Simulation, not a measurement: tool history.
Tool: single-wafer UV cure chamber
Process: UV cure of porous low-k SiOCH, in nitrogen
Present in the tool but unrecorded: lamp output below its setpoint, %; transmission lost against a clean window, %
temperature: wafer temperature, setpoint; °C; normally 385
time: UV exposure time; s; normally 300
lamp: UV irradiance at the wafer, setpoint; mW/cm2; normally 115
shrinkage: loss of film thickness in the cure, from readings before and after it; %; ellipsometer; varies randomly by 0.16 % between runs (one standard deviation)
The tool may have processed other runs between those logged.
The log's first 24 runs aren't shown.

run    hour  temperature  time  lamp  wafers since the last listed run  hours since the UV bulbs were replaced  wafers since the quartz window was cleaned  shrinkage
 25  1493.6          385   300   115                               270                                   100.6                                        1548     17.040
 26  1559.0          385   300   115                               359                                   166.0                                        1907     17.207
 27  1626.0          385   300   115                               368                                   233.0                                        2276     16.843
 28  1736.1          369   140   115                               605                                   343.1                                        2881     12.177
 29  1781.8          385   200   115                               251                                   388.8                                        3132     14.485
 30  1853.1          385   215   115                               391                                   460.1                                        3524     14.924
 31  1881.1          380   205   115                               153                                   488.1                                        3678     14.253
     1916.3  -- quartz window cleaned
 32  1945.7          371   300   141                               311                                   552.7                                         161     17.593
 33  1982.6          385   300   115                               202                                   589.6                                         364     16.686
 34  2038.1          385   300    77                               305                                   645.1                                         669     14.199

What will run 35 give?
 35  2102.2          378   405    90                               352                                   709.2                                        1021          ?

shrinkage: 16.596 %
Had the tool carried no hidden state, the very same run would have given shrinkage 17.679 %.
